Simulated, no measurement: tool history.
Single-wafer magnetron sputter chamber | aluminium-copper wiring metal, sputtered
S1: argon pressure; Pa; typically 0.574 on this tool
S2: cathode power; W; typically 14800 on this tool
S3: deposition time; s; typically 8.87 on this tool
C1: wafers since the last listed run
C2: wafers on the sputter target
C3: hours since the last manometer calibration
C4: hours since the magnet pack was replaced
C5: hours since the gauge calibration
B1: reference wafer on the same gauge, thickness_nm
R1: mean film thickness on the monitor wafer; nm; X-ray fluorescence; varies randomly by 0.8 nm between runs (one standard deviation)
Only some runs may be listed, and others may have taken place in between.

run   hour     S1     S2     S3    C1    C2      C3      C4     C5       B1       R1
  1      0  0.574  14800   8.87     0  3899  1547.6  8471.3   70.1  199.077  216.458
      13.9  -- sputter target and shields replaced
  2   32.9  0.574  14800   8.87   533   406  1580.5  8504.2    103  198.965  217.243
  3   57.6  0.711  14800   8.87   528   935  1605.2  8528.9  127.7  198.936  205.105
  4   69.7  0.711  14800   8.87   259  1194  1617.3    8541  139.8  198.958  205.222
  5   90.5  0.442  14800   8.87   445  1639  1638.1  8561.8  160.6   198.86  229.682
  6    112  0.442  14800   8.87   460  2099  1659.6  8583.3  182.1  199.017  231.275
  7  139.7  0.442  14800   8.87   593  2693  1687.3    8611  209.8  198.959  230.302
  8  202.7  0.574  14800   8.87  1348  4041  1750.3    8674  272.8  199.172  220.671
  9  215.2  0.574  14800   8.87   267  4309  1762.8  8686.5  285.3  199.149  219.652
     227.3  -- sputter target and shields replaced
 10  248.4  0.574  14800   8.87   539   452    1796  8719.7  318.5  198.939  220.131
 11  266.9  0.574  14800   8.87   396   848  1814.5  8738.2    337  198.909  220.389
 12  289.2  0.685  14800   8.87   477  1325  1836.8  8760.5  359.3  198.958  209.269
 13  302.3  0.574  14800   8.87   280  1606  1849.9  8773.6  372.4  198.774   220.29
 14  324.8  0.574  14800   8.87   481  2088  1872.4  8796.1  394.9   198.79  220.528
     349.7  -- capacitance manometer re-zeroed and calibrated
 15    357  0.574  14800   8.87   518  2606     7.3  8828.3  427.1  199.192  209.738
 16  379.4  0.574  14800   8.87   479  3085    29.7  8850.7  449.5  198.838  209.876
     408.8  -- sputter target and shields replaced
 17  409.3  0.574  14800   8.87   468    10    59.6  8880.6  479.4  198.789  209.381
 18  439.6  0.759  14800  10.47   648   659    89.9  8910.9  509.7  198.797  226.027
     446.4  -- gauge calibrated
 19  455.9  0.458  16650   8.38   348  1008   106.2  8927.2    9.5   198.89  233.284
 20  470.9  0.574  17500   8.87   321  1329   121.2  8942.2   24.5  198.893  246.621
 21  490.1  0.793  13100   8.87   411  1740   140.4  8961.4   43.7   198.96  168.266
 22  518.9  0.574  14800  10.01   616  2357   169.2  8990.2   72.5  198.923  237.186
 23  548.3  0.574  14800   8.87   629  2986   198.6  9019.6  101.9   199.23   210.25
 24  564.8  0.361  11600   8.87   353  3340   215.1  9036.1  118.4  199.049  183.655
       577  -- magnet pack replaced
 25  582.7  0.574  14800   8.87   211  3552     233     5.7  136.3  198.709  209.925
       593  -- sputter target and shields replaced
 26  616.1  0.442  14800   8.87   543   493   266.4    39.1  169.7  199.132   223.58
 27  648.7  0.495  13650   8.87   697  1191     299    71.7  202.3  199.046  202.251
 28  664.8  0.476  12150  10.55   344  1536   315.1    87.8  218.4  198.946  216.235
 29  677.6  0.633  12800   7.25   274  1810   327.9   100.6  231.2  199.106  144.514
 30  708.4  0.422  14800   8.31   659  2470   358.7   131.4    262  198.753  211.339
 31  737.5  0.574  14800   9.64   623  3093   387.8   160.5  291.1  199.295  228.731
 32  802.1  0.574  14800   8.87  1383  4476   452.4   225.1  355.7  199.192  209.368
     816.1  -- sputter target and shields replaced
 33  836.2  0.574  14800   7.32   558   431   486.5   259.2  389.8  198.868  173.777
 34    862  0.359  14800   9.32   552   983   512.3     285  415.6  198.965  245.983
 35  882.4  0.574  18300   8.87   436  1420   532.7   305.4    436  198.962  257.579

Hidden condition of the tool, last listed run before each entry between runs versus first listed run after:
After run 1, before run 2: sputter target and shields replaced (hour 13.9)
  true argon pressure above the setpoint (%): -12.7 -> -13.2
  measured less the result without the state, R1: +7.7 -> +8.049 nm
After run 9, before run 10: sputter target and shields replaced (hour 227.3)
  true argon pressure above the setpoint (%): -16.4 -> -17
  measured less the result without the state, R1: +10.056 -> +10.45 nm
After run 14, before run 15: capacitance manometer re-zeroed and calibrated (hour 349.7)
  true argon pressure above the setpoint (%): -18.4 -> -0.371
  measured less the result without the state, R1: +11.35 -> +0.221 nm
After run 16, before run 17: sputter target and shields replaced (hour 408.8)
  true argon pressure above the setpoint (%): -0.375 -> -0.389
  measured less the result without the state, R1: +0.223 -> +0.23 nm
After run 18, before run 19: gauge calibrated (hour 446.4)
  true argon pressure above the setpoint (%): -0.413 -> -0.429
  measured less the result without the state, R1: +0.334 -> +0.233 nm
After run 24, before run 25: magnet pack replaced (hour 577)
  true argon pressure above the setpoint (%): -0.611 -> -0.652
  measured less the result without the state, R1: +0.212 -> +0.388 nm
After run 25, before run 26: sputter target and shields replaced (hour 593)
  true argon pressure above the setpoint (%): -0.652 -> -0.739
  measured less the result without the state, R1: +0.388 -> +0.372 nm
After run 32, before run 33: sputter target and shields replaced (hour 816.1)
  true argon pressure above the setpoint (%): -1.43 -> -1.6
  measured less the result without the state, R1: +0.849 -> +0.786 nm

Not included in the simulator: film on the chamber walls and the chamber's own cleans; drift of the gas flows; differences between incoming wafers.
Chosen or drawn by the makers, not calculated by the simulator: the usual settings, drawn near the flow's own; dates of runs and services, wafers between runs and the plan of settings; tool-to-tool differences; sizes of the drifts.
